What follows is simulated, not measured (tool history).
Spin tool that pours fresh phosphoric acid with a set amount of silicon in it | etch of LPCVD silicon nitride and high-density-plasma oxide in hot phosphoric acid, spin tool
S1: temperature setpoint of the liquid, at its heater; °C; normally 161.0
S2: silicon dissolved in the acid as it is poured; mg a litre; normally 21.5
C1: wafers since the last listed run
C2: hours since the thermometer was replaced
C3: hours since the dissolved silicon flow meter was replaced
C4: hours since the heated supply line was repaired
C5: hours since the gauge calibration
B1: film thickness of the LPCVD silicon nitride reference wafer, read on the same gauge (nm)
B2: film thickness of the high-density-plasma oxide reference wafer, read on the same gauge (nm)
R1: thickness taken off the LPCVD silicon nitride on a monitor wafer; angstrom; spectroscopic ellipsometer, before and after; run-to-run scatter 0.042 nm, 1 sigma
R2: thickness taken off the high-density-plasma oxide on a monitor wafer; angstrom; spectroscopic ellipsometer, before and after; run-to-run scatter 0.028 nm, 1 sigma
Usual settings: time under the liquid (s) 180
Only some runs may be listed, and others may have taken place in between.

{"run": 1, "hour": 0.0, "S1": 161.0, "S2": 21.5, "time under the liquid (s)": 180, "C1": 0, "C2": 2587.9, "C3": 2180.1, "C4": 2038.3, "C5": 116.5, "B1": 30.0, "B2": 149.99, "R1": 168.2, "R2": 3.16}
{"run": 2, "hour": 14.2, "S1": 161.0, "S2": 21.5, "time under the liquid (s)": 180, "C1": 78, "C2": 2602.1, "C3": 2194.3, "C4": 2052.5, "C5": 130.7, "B1": 29.99, "B2": 149.996, "R1": 167.5, "R2": 3.18}
{"run": 3, "hour": 23.8, "S1": 161.0, "S2": 21.5, "time under the liquid (s)": 180, "C1": 53, "C2": 2611.7, "C3": 2203.9, "C4": 2062.1, "C5": 140.3, "B1": 30.02, "B2": 149.982, "R1": 167.1, "R2": 3.57}
{"run": 4, "hour": 37.5, "S1": 161.0, "S2": 21.5, "time under the liquid (s)": 180, "C1": 76, "C2": 2625.4, "C3": 2217.6, "C4": 2075.8, "C5": 154.0, "B1": 29.99, "B2": 150.012, "R1": 166.8, "R2": 3.35}
{"hour": 65.6, "done": "heated supply line repaired"}
{"hour": 66.1, "done": "thermometer replaced"}
{"run": 5, "hour": 80.0, "S1": 161.0, "S2": 21.5, "time under the liquid (s)": 180, "C1": 228, "C2": 13.9, "C3": 2260.1, "C4": 14.4, "C5": 196.5, "B1": 30.01, "B2": 150.007, "R1": 188.5, "R2": 4.04}
{"run": 6, "hour": 93.8, "S1": 161.0, "S2": 21.5, "time under the liquid (s)": 180, "C1": 76, "C2": 27.7, "C3": 2273.9, "C4": 28.2, "C5": 210.3, "B1": 30.01, "B2": 149.992, "R1": 189.3, "R2": 4.4}
{"run": 7, "hour": 109.9, "S1": 161.0, "S2": 21.5, "time under the liquid (s)": 180, "C1": 89, "C2": 43.8, "C3": 2290.0, "C4": 44.3, "C5": 226.4, "B1": 30.0, "B2": 150.003, "R1": 189.2, "R2": 4.64}
{"hour": 123.4, "done": "dissolved silicon flow meter replaced"}
{"run": 8, "hour": 125.4, "S1": 163.0, "S2": 21.5, "time under the liquid (s)": 130, "C1": 80, "C2": 59.3, "C3": 2.0, "C4": 59.8, "C5": 241.9, "B1": 29.99, "B2": 149.996, "R1": 145.5, "R2": 3.2}
{"hour": 129.2, "done": "gauge calibrated"}
{"run": 9, "hour": 140.5, "S1": 163.5, "S2": 16.0, "time under the liquid (s)": 90, "C1": 83, "C2": 74.4, "C3": 17.1, "C4": 74.9, "C5": 11.3, "B1": 30.01, "B2": 150.001, "R1": 102.7, "R2": 2.98}
{"run": 10, "hour": 153.3, "S1": 161.0, "S2": 21.5, "time under the liquid (s)": 180, "C1": 71, "C2": 87.2, "C3": 29.9, "C4": 87.7, "C5": 24.1, "B1": 29.99, "B2": 150.002, "R1": 188.4, "R2": 4.1}
{"run": 11, "hour": 167.8, "S1": 161.0, "S2": 37.0, "time under the liquid (s)": 180, "C1": 80, "C2": 101.7, "C3": 44.4, "C4": 102.2, "C5": 38.6, "B1": 29.99, "B2": 149.989, "R1": 187.5, "R2": 2.36}
{"run": 12, "hour": 183.6, "S1": 163.0, "S2": 8.5, "time under the liquid (s)": 180, "C1": 87, "C2": 117.5, "C3": 60.2, "C4": 118.0, "C5": 54.4, "B1": 29.99, "B2": 149.993, "R1": 201.2, "R2": 5.81}
{"run": 13, "hour": 217.8, "S1": 161.0, "S2": 21.5, "time under the liquid (s)": 180, "C1": 190, "C2": 151.7, "C3": 94.4, "C4": 152.2, "C5": 88.6, "B1": 29.99, "B2": 149.997, "R1": 187.9, "R2": 3.89}
{"run": 14, "hour": 232.6, "S1": 162.0, "S2": 15.0, "time under the liquid (s)": 105, "C1": 82, "C2": 166.5, "C3": 109.2, "C4": 167.0, "C5": 103.4, "B1": 30.01, "B2": 150.005, "R1": 112.8, "R2": 3.08}
{"run": 15, "hour": 242.8, "S1": 161.0, "S2": 21.5, "time under the liquid (s)": 180, "C1": 56, "C2": 176.7, "C3": 119.4, "C4": 177.2, "C5": 113.6, "B1": 29.99, "B2": 149.999, "R1": 187.6, "R2": 4.58}
{"run": 16, "hour": 256.8, "S1": 161.0, "S2": 21.5, "time under the liquid (s)": 180, "C1": 77, "C2": 190.7, "C3": 133.4, "C4": 191.2, "C5": 127.6, "B1": 29.98, "B2": 150.016, "R1": 187.1, "R2": 4.79}
{"run": 17, "hour": 270.3, "S1": 163.5, "S2": 12.5, "time under the liquid (s)": 260, "C1": 75, "C2": 204.2, "C3": 146.9, "C4": 204.7, "C5": 141.1, "B1": 29.99, "B2": 150.003, "R1": 293.9, "R2": 8.71}
{"run": 18, "hour": 284.5, "S1": 161.0, "S2": 13.5, "time under the liquid (s)": 130, "C1": 78, "C2": 218.4, "C3": 161.1, "C4": 218.9, "C5": 155.3, "B1": 29.99, "B2": 150.003, "R1": 135.0, "R2": 3.73}
{"run": 19, "hour": 300.9, "S1": 161.0, "S2": 21.5, "time under the liquid (s)": 105, "C1": 91, "C2": 234.8, "C3": 177.5, "C4": 235.3, "C5": 171.7, "B1": 30.0, "B2": 149.996, "R1": 108.9, "R2": 2.44}
{"run": 20, "hour": 314.1, "S1": 159.0, "S2": 35.5, "time under the liquid (s)": 285, "C1": 73, "C2": 248.0, "C3": 190.7, "C4": 248.5, "C5": 184.9, "B1": 29.99, "B2": 149.996, "R1": 275.5, "R2": 3.33}
{"run": 21, "hour": 320.3, "S1": 159.0, "S2": 13.0, "time under the liquid (s)": 180, "C1": 34, "C2": 254.2, "C3": 196.9, "C4": 254.7, "C5": 191.1, "B1": 30.0, "B2": 150.005, "R1": 174.7, "R2": 4.48}
{"run": 22, "hour": 330.3, "S1": 164.0, "S2": 28.5, "time under the liquid (s)": 180, "C1": 55, "C2": 264.2, "C3": 206.9, "C4": 264.7, "C5": 201.1, "B1": 30.0, "B2": 149.999, "R1": 206.5, "R2": 4.24}

For some of the steps in R1 from one run to the next: how much would appear even if the tool had no hidden state, given the settings, what came in and random variation, and how much remains for the hidden state plus any gauge scatter that the measured result and the result without hidden state don't share?
Hidden conditions of the tool in this case: liquid colder than its thermometer reads (K); dissolved silicon flow above the setpoint (%); temperature lost on the way to the wafer (K); gauge reads high (%).
Run 4 -> 5: heated supply line repaired, thermometer replaced. R1 +21.7 angstrom: hidden state +21.6, all else +0.1.
Run 17 -> 18: S1 163.5 -> 161.0, S2 12.5 -> 13.5, time under the liquid (s) 260 -> 130. R1 -158.9 angstrom: hidden state +3.4, all else -162.3.
Run 19 -> 20: S1 161.0 -> 159.0, S2 21.5 -> 35.5, time under the liquid (s) 105 -> 285. R1 +166.6 angstrom: hidden state -4.4, all else +171.0.
